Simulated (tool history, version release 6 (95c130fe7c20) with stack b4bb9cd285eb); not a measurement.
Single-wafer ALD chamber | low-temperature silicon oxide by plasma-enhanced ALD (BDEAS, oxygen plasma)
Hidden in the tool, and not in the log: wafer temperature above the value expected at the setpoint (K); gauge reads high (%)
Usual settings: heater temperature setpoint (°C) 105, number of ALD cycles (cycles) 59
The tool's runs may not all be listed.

run,hour,heater temperature setpoint (°C),number of ALD cycles (cycles),wafers since the last listed run,hours since the last thermocouple change,hours since the gauge calibration,"read-back reference wafer on the same gauge, thickness_nm",mean film thickness on the monitor wafer (angstrom)
1,0.0,98,59,0,923.7,1552.8,9.457,91.21
2,43.2,98,59,162,966.9,1596.0,9.463,91.98
3,93.7,98,59,190,1017.4,1646.5,9.455,91.76
4,233.4,100,59,525,1157.1,1786.2,9.445,91.44
5,263.0,105,59,111,1186.7,1815.8,9.441,89.59
6,311.3,105,59,181,1235.0,1864.1,9.451,89.77
7,365.3,105,59,203,1289.0,1918.1,9.461,89.71
8,416.4,105,59,192,1340.1,1969.2,9.460,89.28
9,446.6,94,59,113,1370.3,1999.4,9.458,93.36
10,476.6,94,59,112,1400.3,2029.4,9.466,93.43
11,507.8,94,59,117,1431.5,2060.6,9.470,94.10
12,565.6,105,67,217,1489.3,2118.4,9.470,101.37
13,633.2,105,67,254,1556.9,2186.0,9.465,102.53
14,690.6,105,59,216,1614.3,2243.4,9.456,89.65
15,758.3,115,59,254,1682.0,2311.1,9.462,88.00
16,797.8,109,59,148,1721.5,2350.6,9.464,88.93
17,829.7,109,59,120,1753.4,2382.5,9.450,89.61
18,936.6,105,59,402,1860.3,2489.4,9.455,89.86
# hour 982.4: gauge calibrated
19,989.5,105,59,199,1913.2,7.1,9.475,89.95
20,1025.6,105,59,135,1949.3,43.2,9.462,90.01
21,1075.1,105,59,186,1998.8,92.7,9.462,89.66
22,1132.9,92,59,217,2056.6,150.5,9.452,94.57
23,1171.8,118,49,146,2095.5,189.4,9.461,72.48
24,1226.0,105,59,203,2149.7,243.6,9.459,89.70
25,1258.2,105,59,121,2181.9,275.8,9.472,90.27
26,1292.1,105,59,127,2215.8,309.7,9.462,89.89
27,1344.5,90,70,197,2268.2,362.1,9.474,113.16
# hour 1363.9: thermocouple changed; heater temperature recalibrated
28,1400.7,105,49,181,36.8,418.3,9.450,72.75
29,1433.0,105,59,121,69.1,450.6,9.449,87.43
30,1481.1,111,52,181,117.2,498.7,9.463,76.13
31,1511.4,98,69,114,147.5,529.0,9.461,103.64
32,1546.4,109,59,131,182.5,564.0,9.461,86.97
33,1588.5,116,68,158,224.6,606.1,9.473,98.75
34,1612.6,105,59,90,248.7,630.2,9.461,87.51
35,1672.3,92,49,224,308.4,689.9,9.461,74.76
36,1740.7,94,63,257,376.8,758.3,9.464,95.62
37,1801.0,117,64,226,437.1,818.6,9.456,92.55
# hour 1829.8: thermocouple changed; heater temperature recalibrated, repeated, since the last time left the tool worse
38,1869.6,105,59,228,39.8,887.2,9.459,88.92
39,1919.2,119,51,186,89.4,936.8,9.462,74.52
40,2022.7,119,59,389,192.9,1040.3,9.457,86.25
41,2058.6,105,59,135,228.8,1076.2,9.462,89.49
42,2129.9,117,50,268,300.1,1147.5,9.451,73.52
43,2182.7,111,56,198,352.9,1200.3,9.465,83.63

4 ways to go on from here, each from the tool as it stands after run 43. What would each give?
A,2183.2,105,56,1,353.4,1200.8,?,?
B,2183.2,105,54,1,353.4,1200.8,?,?
C,2183.2,120,54,1,353.4,1200.8,?,?
D,2183.2,117,54,1,353.4,1200.8,?,?

run,"read-back reference wafer on the same gauge, thickness_nm",mean film thickness on the monitor wafer (angstrom)
A,9.475,84.40
B,9.475,81.39
C,9.475,78.86
D,9.475,79.36
Without the tool's hidden state the same runs would have given:
run,mean film thickness on the monitor wafer (angstrom)
A,84.23
B,81.23
C,78.70
D,79.20

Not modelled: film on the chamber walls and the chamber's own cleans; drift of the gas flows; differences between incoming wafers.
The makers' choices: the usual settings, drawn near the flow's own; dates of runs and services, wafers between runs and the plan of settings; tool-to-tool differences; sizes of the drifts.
